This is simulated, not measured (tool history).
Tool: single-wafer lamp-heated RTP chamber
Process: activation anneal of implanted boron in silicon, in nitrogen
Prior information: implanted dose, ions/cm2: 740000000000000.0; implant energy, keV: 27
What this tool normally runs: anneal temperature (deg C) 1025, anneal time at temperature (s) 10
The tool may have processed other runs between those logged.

| run | hour | anneal temperature (deg C) | anneal time at temperature (s) | read-back reference wafer on the same gauge, sheet resistance | sheet resistance of the implanted and annealed layer (ohm/square) |
|---|---|---|---|---|---|
| 1 | 0 | 1025 | 6 | 163.44 | 160.99 |
|  | 3.9 | pyrometer window cleaned and pyrometer calibrated |
| 2 | 19.7 | 1018 | 14 | 163.22 | 160.15 |
| 3 | 40.6 | 1025 | 12 | 163.18 | 159.68 |
| 4 | 55.9 | 1025 | 10 | 163.21 | 159.36 |
| 5 | 73.9 | 1025 | 10 | 163.16 | 159.88 |
| 6 | 174.4 | 1025 | 10 | 162.78 | 158.82 |
| 7 | 200.4 | 1025 | 8 | 162.7 | 159.91 |
| 8 | 217.5 | 1039 | 10 | 162.57 | 157.17 |
|  | 237.2 | pyrometer window cleaned and pyrometer calibrated |
| 9 | 238.6 | 1039 | 10 | 162.51 | 157.26 |
| 10 | 266.6 | 1039 | 10 | 162.38 | 157.05 |
| 11 | 289.9 | 1025 | 9 | 162.34 | 158.1 |
| 12 | 324.6 | 1025 | 9 | 162.14 | 158.1 |
| 13 | 353.2 | 1025 | 9 | 162.14 | 159.04 |
| 14 | 373.9 | 1025 | 10 | 161.99 | 158.38 |
|  | 394.6 | gauge calibrated |
| 15 | 395.7 | 1025 | 10 | 166.53 | 163.1 |
|  | 445 | pyrometer window cleaned and pyrometer calibrated |
| 16 | 502.9 | 1025 | 10 | 166.06 | 162.27 |
| 17 | 525.9 | 1036 | 12 | 165.96 | 160.77 |
|  | 544.4 | reflector plate cleaned |
| 18 | 589.5 | 1054 | 13 | 165.71 | 159.05 |
| 19 | 618.3 | 1001 | 14 | 165.69 | 165.89 |
| 20 | 652.8 | 1041 | 10 | 165.54 | 160.27 |
| 21 | 668.8 | 1054 | 5 | 165.51 | 160.03 |
|  | 680.8 | pyrometer window cleaned and pyrometer calibrated |
| 22 | 695.2 | 1008 | 14 | 165.4 | 164.11 |
| 23 | 715.5 | 1004 | 5 | 165.29 | 168.44 |
| 24 | 745.9 | 1015 | 15 | 165.13 | 161.92 |
| 25 | 776.4 | 1006 | 13 | 165.06 | 164.22 |
| 26 | 802.9 | 1008 | 6 | 164.98 | 165.99 |
| 27 | 831.9 | 1054 | 13 | 164.84 | 158.78 |
| 28 | 864.9 | 1004 | 7 | 164.73 | 166.96 |
| 29 | 888.2 | 1001 | 14 | 164.6 | 165.29 |
|  | 901.4 | pyrometer window cleaned and pyrometer calibrated |
| 30 | 912.3 | 1025 | 10 | 164.49 | 160.9 |
| 31 | 995.8 | 1054 | 8 | 164.34 | 159.12 |
| 32 | 1030.1 | 1025 | 10 | 164.17 | 160.45 |
| 33 | 1053.5 | 1025 | 10 | 164.02 | 160.44 |

Run 34 comes next. What will it give?
| 34 | 1089.3 | 1047 | 10 | ? | ? |

read-back reference wafer on the same gauge, sheet resistance: 163.88
sheet resistance of the implanted and annealed layer (ohm/square): 157.78
On a tool with no hidden condition, and with the same random variation, this run would have come out at sheet resistance of the implanted and annealed layer (ohm/square) 159.78.

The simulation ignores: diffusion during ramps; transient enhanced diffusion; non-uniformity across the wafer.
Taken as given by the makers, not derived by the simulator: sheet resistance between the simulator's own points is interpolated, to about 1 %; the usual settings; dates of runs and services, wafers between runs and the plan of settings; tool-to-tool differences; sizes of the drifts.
